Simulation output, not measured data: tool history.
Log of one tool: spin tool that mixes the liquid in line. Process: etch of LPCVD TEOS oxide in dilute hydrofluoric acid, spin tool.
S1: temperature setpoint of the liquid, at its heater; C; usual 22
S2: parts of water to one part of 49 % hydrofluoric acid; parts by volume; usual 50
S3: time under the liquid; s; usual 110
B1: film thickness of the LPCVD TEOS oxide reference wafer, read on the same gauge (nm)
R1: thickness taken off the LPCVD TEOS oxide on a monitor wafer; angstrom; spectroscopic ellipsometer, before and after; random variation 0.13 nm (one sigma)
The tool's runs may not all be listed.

run   hour    S1  S2   S3     B1     R1
  1      0    22  50  110  50.01  289.6
  2   12.6    22  50  110  49.98  291.2
  3   21.2  20.5  50  110  49.97  272.4
  4   29.1    22  50  110  50.01  286.9
  5   44.2    22  50  110  50.05  286.6
  6     57    22  50  110  49.96  287.4
  7   83.8    22  50  110  49.98  288.8
  8     96    22  50  110  49.99  286.7
  9  113.9    23  50  110  50.01  297.8
 10  130.7    22  55  110     50  258.4
 11  142.9    22  55  110  49.98  257.8
 12  152.5    22  50  110  49.94  284.1
 13  160.8    22  50  110  50.02    283
 14  167.3    22  30  110  50.03  485.9
     176.4  -- thermometer replaced
 15  181.9    22  50  135  49.96  392.3
 16  189.2    22  50  160  50.03  465.4
     205.2  -- gauge calibrated
     206.3  -- hydrofluoric acid flow meter replaced
 17  206.8    20  50  110     50  320.9
 18  219.8    22  50   50     50  157.7
 19  233.8    22  40  135  50.03  541.9
 20  250.4    22  50  110  49.99  347.9
 21  270.5    22  50  110  50.01  347.2
 22  282.5    22  50   80  49.98  250.2
 23  291.7    19  55  155  49.97  386.3
 24  304.6    22  50  110  49.99  346.4
 25  322.3    22  75  125  49.99  254.6
 26  338.4    27  50  110  49.98  421.5
 27    345  20.5  30   95  49.98  472.4
 28  352.2    22  50  110  49.97  343.1
 29  366.5    22  50  165  50.01  510.1
 30  378.9    22  50   85  50.01  264.1

Hidden state or all else? Some run-to-run changes of R1, split into what the settings, what came in and random variation would give without the hidden state, and what is left for the hidden state (with any gauge scatter that isn't in both results):
The hidden state here: liquid colder than its thermometer reads (K); hydrofluoric acid flow below the setpoint (%); gauge reads high (%).
Run 13 -> 14: S2 50 -> 30. R1 +202.9 angstrom: hidden state -51.4, all else +254.3.
Run 14 -> 15: S2 30 -> 50, S3 110 -> 135, thermometer replaced. R1 -93.6 angstrom: hidden state +78.7, all else -172.3.
Run 16 -> 17: S1 22 -> 20, S3 160 -> 110, gauge calibrated, hydrofluoric acid flow meter replaced. R1 -144.5 angstrom: hidden state +46.4, all else -190.9.
Run 18 -> 19: S2 50 -> 40, S3 50 -> 135. R1 +384.2 angstrom: hidden state -8.7, all else +392.9.
Run 29 -> 30: S3 165 -> 85. R1 -246 angstrom: hidden state +9.5, all else -255.5.
